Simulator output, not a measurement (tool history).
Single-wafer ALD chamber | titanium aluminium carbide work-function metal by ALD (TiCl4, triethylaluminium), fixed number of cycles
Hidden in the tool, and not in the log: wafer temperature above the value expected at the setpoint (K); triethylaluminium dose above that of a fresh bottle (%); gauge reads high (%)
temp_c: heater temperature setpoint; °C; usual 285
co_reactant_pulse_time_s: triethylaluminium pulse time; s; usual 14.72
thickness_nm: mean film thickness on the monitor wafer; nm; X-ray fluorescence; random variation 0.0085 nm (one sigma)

run	hour	temp_c	co_reactant_pulse_time_s	wafers since the last listed run	hours since the last thermocouple change	hours since the last triethylaluminium bottle change	hours since the showerhead was replaced	hours since the gauge calibration	read-back reference wafer on the same gauge, thickness_nm	thickness_nm
1	0.0	285	14.72	0	1515.3	703.5	5330.4	521.1	1.810	2.086
2	40.5	293	14.72	244	1555.8	744.0	5370.9	561.6	1.809	2.181
3	107.5	293	14.72	405	1622.8	811.0	5437.9	628.6	1.812	2.187
4	164.5	293	14.72	344	1679.8	868.0	5494.9	685.6	1.810	2.169
5	217.7	285	12.81	321	1733.0	921.2	5548.1	738.8	1.812	2.069
6	265.6	285	12.81	289	1780.9	969.1	5596.0	786.7	1.813	2.069
7	320.8	285	12.81	333	1836.1	1024.3	5651.2	841.9	1.808	2.080
8	364.0	285	14.72	261	1879.3	1067.5	5694.4	885.1	1.810	2.102
9	411.1	285	14.72	284	1926.4	1114.6	5741.5	932.2	1.810	2.095
10	451.5	285	14.72	244	1966.8	1155.0	5781.9	972.6	1.811	2.090
11	495.8	285	12.78	267	2011.1	1199.3	5826.2	1016.9	1.808	2.066
12	525.3	285	12.78	178	2040.6	1228.8	5855.7	1046.4	1.809	2.072
# hour 559.5: showerhead replaced
13	578.7	285	12.78	274	2094.0	1282.2	19.2	1099.8	1.809	2.059
14	618.0	273	14.72	237	2133.3	1321.5	58.5	1139.1	1.811	1.967
15	688.2	285	14.72	424	2203.5	1391.7	128.7	1209.3	1.810	2.101
# hour 697.9: thermocouple changed; heater temperature recalibrated
# hour 728.3: triethylaluminium bottle replaced
16	743.5	277	9.76	237	45.6	15.2	184.0	1264.6	1.810	1.927
17	799.6	271	19.28	339	101.7	71.3	240.1	1320.7	1.810	1.951
# hour 829.8: gauge calibrated
18	843.5	277	16.88	265	145.6	115.2	284.0	13.7	1.811	2.013
19	889.4	292	8.84	277	191.5	161.1	329.9	59.6	1.809	2.050
20	955.3	280	10.64	398	257.4	227.0	395.8	125.5	1.811	1.979
21	983.7	285	14.72	171	285.8	255.4	424.2	153.9	1.810	2.094
22	1024.5	291	16.74	246	326.6	296.2	465.0	194.7	1.811	2.171
23	1055.2	274	14.72	185	357.3	326.9	495.7	225.4	1.809	1.968
24	1104.1	285	16.31	295	406.2	375.8	544.6	274.3	1.812	2.111
25	1164.1	281	14.72	362	466.2	435.8	604.6	334.3	1.808	2.055
26	1197.8	295	11.55	203	499.9	469.5	638.3	368.0	1.811	2.164
27	1251.5	274	19.39	324	553.6	523.2	692.0	421.7	1.812	2.000
28	1286.9	274	18.69	214	589.0	558.6	727.4	457.1	1.810	1.985
29	1337.0	285	14.72	303	639.1	608.7	777.5	507.2	1.811	2.088
30	1379.3	273	19.70	255	681.4	651.0	819.8	549.5	1.811	1.973
31	1410.7	285	14.72	189	712.8	682.4	851.2	580.9	1.807	2.090
32	1459.8	296	18.65	297	761.9	731.5	900.3	630.0	1.811	2.209
33	1504.0	277	17.37	267	806.1	775.7	944.5	674.2	1.812	2.017
34	1551.8	299	8.98	289	853.9	823.5	992.3	722.0	1.811	2.117

3 ways to go on from here, each from the tool as it stands after run 34. What would each give?
A	1552.2	285	14.72	2	854.3	823.9	992.7	722.4	?	?
B	1552.2	297	11.98	2	854.3	823.9	992.7	722.4	?	?
C	1552.2	274	16.87	2	854.3	823.9	992.7	722.4	?	?

run	read-back reference wafer on the same gauge, thickness_nm	thickness_nm
A	1.809	2.102
B	1.809	2.203
C	1.809	1.992
Without the tool's hidden state the same runs would have given:
run	thickness_nm
A	2.102
B	2.203
C	1.992
